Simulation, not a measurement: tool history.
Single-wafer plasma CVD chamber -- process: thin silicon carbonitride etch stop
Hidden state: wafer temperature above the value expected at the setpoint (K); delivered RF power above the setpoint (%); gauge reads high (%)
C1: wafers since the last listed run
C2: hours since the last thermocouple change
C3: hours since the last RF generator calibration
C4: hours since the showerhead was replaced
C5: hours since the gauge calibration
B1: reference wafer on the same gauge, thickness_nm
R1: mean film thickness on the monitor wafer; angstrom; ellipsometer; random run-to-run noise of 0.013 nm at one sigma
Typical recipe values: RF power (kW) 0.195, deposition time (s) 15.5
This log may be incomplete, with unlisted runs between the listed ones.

{"run": 1, "hour": 0.0, "RF power (kW)": 0.215, "deposition time (s)": 14.0, "C1": 0, "C2": 1848.2, "C3": 770.5, "C4": 8971.4, "C5": 58.0, "B1": 9.861, "R1": 80.18}
{"run": 2, "hour": 34.7, "RF power (kW)": 0.215, "deposition time (s)": 14.0, "C1": 966, "C2": 1882.9, "C3": 805.2, "C4": 9006.1, "C5": 92.7, "B1": 9.86, "R1": 80.39}
{"run": 3, "hour": 43.5, "RF power (kW)": 0.215, "deposition time (s)": 14.0, "C1": 244, "C2": 1891.7, "C3": 814.0, "C4": 9014.9, "C5": 101.5, "B1": 9.861, "R1": 80.07}
{"hour": 54.9, "done": "showerhead replaced"}
{"run": 4, "hour": 55.4, "RF power (kW)": 0.195, "deposition time (s)": 13.2, "C1": 108, "C2": 1903.6, "C3": 825.9, "C4": 0.5, "C5": 113.4, "B1": 9.861, "R1": 72.82}
{"hour": 62.0, "done": "gauge calibrated"}
{"hour": 72.5, "done": "thermocouple changed; heater temperature recalibrated"}
{"run": 5, "hour": 73.0, "RF power (kW)": 0.195, "deposition time (s)": 13.2, "C1": 267, "C2": 0.5, "C3": 843.5, "C4": 18.1, "C5": 11.0, "B1": 9.863, "R1": 73.06}
{"run": 6, "hour": 76.0, "RF power (kW)": 0.195, "deposition time (s)": 13.2, "C1": 83, "C2": 3.5, "C3": 846.5, "C4": 21.1, "C5": 14.0, "B1": 9.86, "R1": 72.82}
{"run": 7, "hour": 88.6, "RF power (kW)": 0.195, "deposition time (s)": 15.5, "C1": 350, "C2": 16.1, "C3": 859.1, "C4": 33.7, "C5": 26.6, "B1": 9.863, "R1": 85.6}
{"run": 8, "hour": 99.3, "RF power (kW)": 0.21, "deposition time (s)": 18.1, "C1": 297, "C2": 26.8, "C3": 869.8, "C4": 44.4, "C5": 37.3, "B1": 9.859, "R1": 102.54}
{"run": 9, "hour": 108.2, "RF power (kW)": 0.195, "deposition time (s)": 15.5, "C1": 247, "C2": 35.7, "C3": 878.7, "C4": 53.3, "C5": 46.2, "B1": 9.864, "R1": 85.66}
{"run": 10, "hour": 121.9, "RF power (kW)": 0.215, "deposition time (s)": 16.7, "C1": 381, "C2": 49.4, "C3": 892.4, "C4": 67.0, "C5": 59.9, "B1": 9.859, "R1": 95.49}
{"hour": 133.5, "done": "RF generator calibrated"}
{"run": 11, "hour": 136.8, "RF power (kW)": 0.195, "deposition time (s)": 17.5, "C1": 192, "C2": 64.3, "C3": 3.3, "C4": 81.9, "C5": 74.8, "B1": 9.862, "R1": 99.95}
{"run": 12, "hour": 150.3, "RF power (kW)": 0.155, "deposition time (s)": 14.6, "C1": 375, "C2": 77.8, "C3": 16.8, "C4": 95.4, "C5": 88.3, "B1": 9.862, "R1": 76.13}
{"run": 13, "hour": 166.5, "RF power (kW)": 0.195, "deposition time (s)": 15.5, "C1": 451, "C2": 94.0, "C3": 33.0, "C4": 111.6, "C5": 104.5, "B1": 9.858, "R1": 88.04}
{"run": 14, "hour": 178.2, "RF power (kW)": 0.165, "deposition time (s)": 13.8, "C1": 325, "C2": 105.7, "C3": 44.7, "C4": 123.3, "C5": 116.2, "B1": 9.857, "R1": 73.33}

Hidden state, per run?
wafer temperature above the value expected at the setpoint (K): 0 in every run
gauge reads high (%): 0 in every run
H1: delivered RF power above the setpoint (%)
run=1 H1=-8.4
run=2 H1=-8.47
run=3 H1=-8.49
run=4 H1=-8.51
run=5 H1=-8.53
run=6 H1=-8.54
run=7 H1=-8.56
run=8 H1=-8.57
run=9 H1=-8.59
run=10 H1=-8.61
run=11 H1=-0.359
run=12 H1=-0.739
run=13 H1=-1.17
run=14 H1=-1.47
